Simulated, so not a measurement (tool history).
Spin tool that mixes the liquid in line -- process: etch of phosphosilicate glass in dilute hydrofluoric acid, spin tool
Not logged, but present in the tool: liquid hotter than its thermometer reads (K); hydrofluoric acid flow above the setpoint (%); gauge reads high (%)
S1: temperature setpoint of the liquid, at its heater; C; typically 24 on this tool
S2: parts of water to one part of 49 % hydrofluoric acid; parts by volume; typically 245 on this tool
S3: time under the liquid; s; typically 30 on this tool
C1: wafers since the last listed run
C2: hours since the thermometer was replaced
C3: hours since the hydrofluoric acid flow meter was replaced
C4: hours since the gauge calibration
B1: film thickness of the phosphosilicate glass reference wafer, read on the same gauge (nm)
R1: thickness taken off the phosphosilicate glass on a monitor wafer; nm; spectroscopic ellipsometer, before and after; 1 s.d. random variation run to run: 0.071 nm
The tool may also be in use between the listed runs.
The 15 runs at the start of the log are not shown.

{"run": 16, "hour": 280.6, "S1": 27.5, "S2": 245, "S3": 25, "C1": 365, "C2": 195.9, "C3": 188, "C4": 114.6, "B1": 110.02, "R1": 9.04}
{"run": 17, "hour": 291.4, "S1": 28, "S2": 365, "S3": 20, "C1": 225, "C2": 206.7, "C3": 198.8, "C4": 125.4, "B1": 110.01, "R1": 4.35}
{"run": 18, "hour": 302.1, "S1": 24, "S2": 320, "S3": 20, "C1": 223, "C2": 217.4, "C3": 209.5, "C4": 136.1, "B1": 110.02, "R1": 4.6}
{"run": 19, "hour": 308.2, "S1": 24, "S2": 245, "S3": 30, "C1": 127, "C2": 223.5, "C3": 215.6, "C4": 142.2, "B1": 109.97, "R1": 9.74}
{"run": 20, "hour": 318.7, "S1": 26.5, "S2": 305, "S3": 40, "C1": 219, "C2": 234, "C3": 226.1, "C4": 152.7, "B1": 110.01, "R1": 10.62}
{"run": 21, "hour": 332.4, "S1": 26.5, "S2": 320, "S3": 30, "C1": 285, "C2": 247.7, "C3": 239.8, "C4": 166.4, "B1": 109.99, "R1": 7.53}
{"run": 22, "hour": 348.8, "S1": 21, "S2": 280, "S3": 15, "C1": 342, "C2": 264.1, "C3": 256.2, "C4": 182.8, "B1": 110.01, "R1": 3.7}
{"run": 23, "hour": 364.6, "S1": 27.5, "S2": 180, "S3": 45, "C1": 329, "C2": 279.9, "C3": 272, "C4": 198.6, "B1": 110, "R1": 24.01}
{"run": 24, "hour": 375.6, "S1": 21, "S2": 280, "S3": 15, "C1": 229, "C2": 290.9, "C3": 283, "C4": 209.6, "B1": 110.01, "R1": 3.69}
{"run": 25, "hour": 424.7, "S1": 24, "S2": 205, "S3": 40, "C1": 1024, "C2": 340, "C3": 332.1, "C4": 258.7, "B1": 109.99, "R1": 16.15}
{"run": 26, "hour": 442.3, "S1": 24, "S2": 245, "S3": 30, "C1": 367, "C2": 357.6, "C3": 349.7, "C4": 276.3, "B1": 110, "R1": 9.83}
{"run": 27, "hour": 449.0, "S1": 24, "S2": 300, "S3": 30, "C1": 139, "C2": 364.3, "C3": 356.4, "C4": 283, "B1": 110.02, "R1": 7.5}
{"run": 28, "hour": 459.1, "S1": 24, "S2": 165, "S3": 15, "C1": 210, "C2": 374.4, "C3": 366.5, "C4": 293.1, "B1": 109.99, "R1": 7.97}
{"run": 29, "hour": 474.7, "S1": 24, "S2": 345, "S3": 30, "C1": 325, "C2": 390, "C3": 382.1, "C4": 308.7, "B1": 110.02, "R1": 6.36}
{"run": 30, "hour": 491.6, "S1": 20, "S2": 200, "S3": 40, "C1": 352, "C2": 406.9, "C3": 399, "C4": 325.6, "B1": 110, "R1": 14.45}
{"run": 31, "hour": 500.3, "S1": 22, "S2": 155, "S3": 30, "C1": 181, "C2": 415.6, "C3": 407.7, "C4": 334.3, "B1": 110, "R1": 15.81}
{"run": 32, "hour": 516.0, "S1": 21.5, "S2": 195, "S3": 35, "C1": 327, "C2": 431.3, "C3": 423.4, "C4": 350, "B1": 110, "R1": 13.82}
{"run": 33, "hour": 530.0, "S1": 27.5, "S2": 245, "S3": 15, "C1": 292, "C2": 445.3, "C3": 437.4, "C4": 364, "B1": 110.01, "R1": 5.59}

Predict each of these 4 candidate next runs independently; none follows another, all start after run 33:
{"run": "A", "hour": 530.4, "S1": 26.5, "S2": 245, "S3": 30, "C1": 8, "C2": 445.7, "C3": 437.8, "C4": 364.4, "B1": "?", "R1": "?"}
{"run": "B", "hour": 530.4, "S1": 28, "S2": 245, "S3": 45, "C1": 8, "C2": 445.7, "C3": 437.8, "C4": 364.4, "B1": "?", "R1": "?"}
{"run": "C", "hour": 530.4, "S1": 28, "S2": 350, "S3": 15, "C1": 8, "C2": 445.7, "C3": 437.8, "C4": 364.4, "B1": "?", "R1": "?"}
{"run": "D", "hour": 530.4, "S1": 26, "S2": 315, "S3": 35, "C1": 8, "C2": 445.7, "C3": 437.8, "C4": 364.4, "B1": "?", "R1": "?"}

run=A B1=110.01 R1=10.89
run=B B1=110.01 R1=17.21
run=C B1=110.01 R1=3.61
run=D B1=110.01 R1=9.06
Without the tool's unlogged condition, the same runs would have read:
run=A R1=10.04
run=B R1=15.86
run=C R1=3.31
run=D R1=8.33
